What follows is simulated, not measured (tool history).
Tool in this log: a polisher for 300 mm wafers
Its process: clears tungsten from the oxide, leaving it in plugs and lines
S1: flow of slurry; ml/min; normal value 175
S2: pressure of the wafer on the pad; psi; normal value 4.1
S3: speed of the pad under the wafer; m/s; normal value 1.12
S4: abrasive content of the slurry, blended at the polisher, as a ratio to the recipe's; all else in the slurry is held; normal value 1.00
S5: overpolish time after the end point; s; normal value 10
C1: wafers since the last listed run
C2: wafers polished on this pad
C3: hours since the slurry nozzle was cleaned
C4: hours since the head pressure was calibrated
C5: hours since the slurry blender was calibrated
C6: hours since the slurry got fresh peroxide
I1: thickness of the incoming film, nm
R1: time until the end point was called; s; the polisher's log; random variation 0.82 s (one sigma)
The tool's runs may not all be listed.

| run | hour | S1 | S2 | S3 | S4 | S5 | C1 | C2 | C3 | C4 | C5 | C6 | I1 | R1 |
|---|---|---|---|---|---|---|---|---|---|---|---|---|---|---|
| 1 | 0.0 | 155 | 5.1 | 1.12 | 1.00 | 10 | 0 | 2031 | 277.9 | 627.5 | 342.4 | 367.0 | 619.8 | 67.3 |
|  | 23.9 | slurry tank refilled with fresh slurry and peroxide |
|  | 45.7 | worn pad replaced by a new one |
| 2 | 52.7 | 175 | 4.8 | 1.12 | 1.00 | 10 | 307 | 45 | 330.6 | 680.2 | 395.1 | 28.8 | 615.8 | 67.2 |
|  | 71.1 | slurry blender recalibrated |
| 3 | 116.7 | 175 | 4.1 | 1.12 | 1.00 | 10 | 399 | 444 | 394.6 | 744.2 | 45.6 | 92.8 | 615.7 | 79.5 |
| 4 | 186.2 | 175 | 4.1 | 1.12 | 1.00 | 10 | 447 | 891 | 464.1 | 813.7 | 115.1 | 162.3 | 628.8 | 81.5 |
| 5 | 245.6 | 175 | 4.1 | 1.12 | 1.00 | 10 | 382 | 1274 | 523.5 | 873.1 | 174.5 | 221.7 | 620.2 | 82.5 |
| 6 | 317.3 | 175 | 4.1 | 1.12 | 1.00 | 10 | 461 | 1736 | 595.2 | 944.8 | 246.2 | 293.4 | 623.4 | 83.1 |
|  | 349.7 | slurry tank refilled with fresh slurry and peroxide |
| 7 | 387.1 | 205 | 4.1 | 1.12 | 1.00 | 10 | 443 | 2179 | 665.0 | 1014.6 | 316.0 | 37.4 | 622.0 | 81.4 |
|  | 407.0 | slurry blender recalibrated |
|  | 420.6 | head pressure recalibrated |
|  | 425.4 | worn pad replaced by a new one |
|  | 437.2 | slurry nozzle cleaned |
| 8 | 437.6 | 205 | 4.1 | 1.12 | 1.00 | 10 | 267 | 72 | 0.4 | 17.0 | 30.6 | 87.9 | 619.5 | 83.8 |
| 9 | 479.2 | 175 | 3.8 | 1.12 | 1.00 | 10 | 267 | 340 | 42.0 | 58.6 | 72.2 | 129.5 | 618.1 | 92.1 |
| 10 | 542.3 | 175 | 3.8 | 1.12 | 1.00 | 10 | 406 | 746 | 105.1 | 121.7 | 135.3 | 192.6 | 620.5 | 91.8 |
| 11 | 613.6 | 175 | 5.0 | 1.12 | 1.00 | 10 | 459 | 1205 | 176.4 | 193.0 | 206.6 | 263.9 | 608.4 | 68.2 |
|  | 717.7 | slurry tank refilled with fresh slurry and peroxide |
|  | 761.1 | worn pad replaced by a new one |
| 12 | 778.8 | 175 | 4.1 | 1.24 | 1.00 | 10 | 1031 | 114 | 341.6 | 358.2 | 371.8 | 61.1 | 623.8 | 72.8 |
|  | 797.8 | slurry blender recalibrated |
| 13 | 842.9 | 210 | 4.1 | 1.12 | 1.00 | 10 | 399 | 514 | 405.7 | 422.3 | 45.1 | 125.2 | 612.0 | 79.1 |
| 14 | 871.7 | 150 | 4.1 | 1.12 | 1.00 | 8 | 185 | 699 | 434.5 | 451.1 | 73.9 | 154.0 | 612.4 | 81.4 |
| 15 | 931.9 | 175 | 4.1 | 1.12 | 1.00 | 10 | 387 | 1087 | 494.7 | 511.3 | 134.1 | 214.2 | 618.9 | 83.1 |
| 16 | 977.1 | 175 | 4.6 | 1.12 | 1.00 | 8 | 291 | 1378 | 539.9 | 556.5 | 179.3 | 259.4 | 626.0 | 74.8 |
| 17 | 1005.7 | 175 | 4.1 | 1.24 | 1.00 | 10 | 184 | 1562 | 568.5 | 585.1 | 207.9 | 288.0 | 631.9 | 75.6 |
| 18 | 1069.8 | 220 | 4.1 | 1.12 | 1.00 | 10 | 412 | 1975 | 632.6 | 649.2 | 272.0 | 352.1 | 614.9 | 79.3 |
|  | 1088.7 | worn pad replaced by a new one |
|  | 1103.7 | slurry tank refilled with fresh slurry and peroxide |
| 19 | 1135.2 | 210 | 4.1 | 1.38 | 1.00 | 10 | 388 | 292 | 698.0 | 714.6 | 337.4 | 31.5 | 617.3 | 62.9 |
|  | 1155.5 | slurry blender recalibrated |
| 20 | 1191.5 | 175 | 4.1 | 1.12 | 1.00 | 5 | 349 | 642 | 754.3 | 770.9 | 36.0 | 87.8 | 607.1 | 79.0 |
| 21 | 1228.4 | 175 | 4.1 | 1.12 | 1.00 | 10 | 237 | 880 | 791.2 | 807.8 | 72.9 | 124.7 | 614.9 | 79.8 |
|  | 1252.7 | slurry nozzle cleaned |
| 22 | 1432.2 | 175 | 4.8 | 0.98 | 1.15 | 5 | 1306 | 2186 | 179.5 | 1011.6 | 276.7 | 328.5 | 620.2 | 79.3 |
|  | 1494.9 | slurry tank refilled with fresh slurry and peroxide |
|  | 1509.3 | worn pad replaced by a new one |
| 23 | 1511.1 | 175 | 4.1 | 1.12 | 1.00 | 10 | 475 | 11 | 258.4 | 1090.5 | 355.6 | 16.2 | 628.8 | 79.7 |
|  | 1552.5 | slurry blender recalibrated |
| 24 | 1566.2 | 175 | 2.9 | 1.46 | 0.75 | 4 | 341 | 353 | 313.5 | 1145.6 | 13.7 | 71.3 | 614.8 | 91.1 |
|  | 1620.5 | head pressure recalibrated |
| 25 | 1621.0 | 175 | 3.7 | 1.12 | 1.10 | 10 | 340 | 693 | 368.3 | 0.5 | 68.5 | 126.1 | 611.9 | 93.6 |
| 26 | 1643.4 | 135 | 4.1 | 1.24 | 1.00 | 10 | 144 | 837 | 390.7 | 22.9 | 90.9 | 148.5 | 619.1 | 80.7 |

Pick out some run-to-run changes in R1. Of each, how much would a tool without hidden state show as well, from the settings, what came in and chance, and how much is left for the hidden state and any gauge scatter not in both results compared?
The tool's hidden condition here consists of: removal rate lost through wear of the pad, %; slurry flow missing at the pad, %; deviation of the head's pressure from its setpoint, %; abrasive missing from the slurry, %; peroxide lost from the slurry, %.
Run 10 -> 11: S2 3.8 -> 5.0. R1 -23.6 s: hidden state -0.6, all else -23.0.
Run 18 -> 19: S1 220 -> 210, S3 1.12 -> 1.38, worn pad replaced by a new one, slurry tank refilled with fresh slurry and peroxide. R1 -16.4 s: hidden state -2.1, all else -14.3.
Run 22 -> 23: S2 4.8 -> 4.1, S3 0.98 -> 1.12, S4 1.15 -> 1.00, S5 5 -> 10, slurry tank refilled with fresh slurry and peroxide, worn pad replaced by a new one. R1 +0.4 s: hidden state -4.7, all else +5.1.
Run 24 -> 25: S2 2.9 -> 3.7, S3 1.46 -> 1.12, S4 0.75 -> 1.10, S5 4 -> 10, head pressure recalibrated. R1 +2.5 s: hidden state +8.3, all else -5.8.

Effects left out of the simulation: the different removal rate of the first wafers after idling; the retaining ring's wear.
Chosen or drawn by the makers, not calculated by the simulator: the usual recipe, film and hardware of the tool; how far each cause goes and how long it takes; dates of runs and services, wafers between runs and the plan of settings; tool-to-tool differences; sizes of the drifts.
